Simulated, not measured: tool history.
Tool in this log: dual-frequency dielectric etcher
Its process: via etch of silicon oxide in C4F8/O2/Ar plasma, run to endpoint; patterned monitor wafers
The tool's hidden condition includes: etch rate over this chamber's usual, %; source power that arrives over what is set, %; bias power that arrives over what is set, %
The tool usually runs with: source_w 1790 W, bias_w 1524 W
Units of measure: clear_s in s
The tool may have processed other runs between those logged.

run   hour  source_w  bias_w  wafers since the last listed run  hours since the last wet clean  hours since the last source power generator calibration  hours since the last bias power generator calibration  hours since the last upper electrode change  incoming incoming film thickness, nm  clear_s
  1    0.0      1790    1524                                 0                           316.5                                                   2467.3                                                 4087.0                                       3845.5                                1690.5    375.6
  2   17.3      1790    1524                                75                           333.8                                                   2484.6                                                 4104.3                                       3862.8                                1696.7    372.7
  3   34.8      1790    1524                                76                           351.3                                                   2502.1                                                 4121.8                                       3880.3                                1670.1    363.0
  4   62.8      1790    1524                               122                           379.3                                                   2530.1                                                 4149.8                                       3908.3                                1694.2    371.5
      88.7  -- upper electrode replaced
  5   89.2      1790    1524                                10                           405.7                                                   2556.5                                                 4176.2                                          0.5                                1684.1    364.7
  6   91.9      1790    1524                                11                           408.4                                                   2559.2                                                 4178.9                                          3.2                                1696.1    372.3
  7  101.1      1790    1524                                40                           417.6                                                   2568.4                                                 4188.1                                         12.4                                1693.4    369.4
  8  116.1      1790    1524                                65                           432.6                                                   2583.4                                                 4203.1                                         27.4                                1696.0    370.9
  9  127.3      1790    1524                                49                           443.8                                                   2594.6                                                 4214.3                                         38.6                                1697.4    367.1
 10  140.8      1790    1524                                59                           457.3                                                   2608.1                                                 4227.8                                         52.1                                1686.3    364.8
     155.7  -- bias power generator calibrated
     172.5  -- wet clean of the chamber
 11  173.0      1790    1524                                49                             0.5                                                   2640.3                                                   17.3                                         84.3                                1665.4    388.6
 12  173.5      1790    1210                                 2                             1.0                                                   2640.8                                                   17.8                                         84.8                                1712.8    411.3
 13  175.6      1980    1813                                 9                             3.1                                                   2642.9                                                   19.9                                         86.9                                1681.9    363.1
 14  185.4      1790    1524                                42                            12.9                                                   2652.7                                                   29.7                                         96.7                                1712.8    394.7
 15  192.7      1400    1635                                31                            20.2                                                   2660.0                                                   37.0                                        104.0                                1687.6    412.2
 16  205.5      1550    1303                                56                            33.0                                                   2672.8                                                   49.8                                        116.8                                1686.3    413.4
 17  212.1      1790    1335                                28                            39.6                                                   2679.4                                                   56.4                                        123.4                                1688.9    395.1
 18  221.2      1920    1410                                39                            48.7                                                   2688.5                                                   65.5                                        132.5                                1694.2    387.0
     240.5  -- source power generator calibrated
 19  241.0      1410    1691                                69                            68.5                                                      0.5                                                   85.3                                        152.3                                1675.2    406.7
 20  254.4      1370    1524                                58                            81.9                                                     13.9                                                   98.7                                        165.7                                1700.2    421.5
 21  270.1      1600    1387                                68                            97.6                                                     29.6                                                  114.4                                        181.4                                1705.3    405.7
 22  276.3      1790    1524                                27                           103.8                                                     35.8                                                  120.6                                        187.6                                1680.6    380.2
 23  289.6      2010    1867                                58                           117.1                                                     49.1                                                  133.9                                        200.9                                1690.1    358.8
 24  300.3      2180    1771                                46                           127.8                                                     59.8                                                  144.6                                        211.6                                1705.0    350.2
 25  315.0      1790    1524                                64                           142.5                                                     74.5                                                  159.3                                        226.3                                1676.1    375.7
 26  330.0      1370    1782                                65                           157.5                                                     89.5                                                  174.3                                        241.3                                1680.3    398.2
 27  346.1      1600    1345                                70                           173.6                                                    105.6                                                  190.4                                        257.4                                1716.5    409.7
 28  363.7      1790    1819                                77                           191.2                                                    123.2                                                  208.0                                        275.0                                1679.6    364.5
 29  379.8      2050    1802                                70                           207.3                                                    139.3                                                  224.1                                        291.1                                1691.7    355.3
 30  391.9      1790    1856                                52                           219.4                                                    151.4                                                  236.2                                        303.2                                1687.9    367.6
 31  401.1      2010    1875                                40                           228.6                                                    160.6                                                  245.4                                        312.4                                1699.9    355.1
 32  411.7      2050    1649                                46                           239.2                                                    171.2                                                  256.0                                        323.0                                1702.7    358.7
 33  425.9      1650    1902                                62                           253.4                                                    185.4                                                  270.2                                        337.2                                1695.1    375.2
 34  432.7      1660    1634                                29                           260.2                                                    192.2                                                  277.0                                        344.0                                1691.4    385.6

Exercise: give the hidden state of the tool at every run:
source power that arrives over what is set, %: 0 in every run
bias power that arrives over what is set, %: 0 in every run
H1: etch rate over this chamber's usual, %
run       H1
  1     3.95
  2     4.15
  3     4.35
  4     4.68
  5     4.98
  6     5.01
  7     5.12
  8      5.3
  9     5.43
 10     5.58
 11    -0.53
 12   -0.524
 13     -0.5
 14   -0.386
 15   -0.302
 16   -0.153
 17  -0.0768
 18   0.0287
 19    0.258
 20    0.413
 21    0.595
 22    0.667
 23    0.821
 24    0.945
 25     1.12
 26     1.29
 27     1.48
 28     1.68
 29     1.87
 30     2.01
 31     2.11
 32     2.24
 33      2.4
 34     2.48
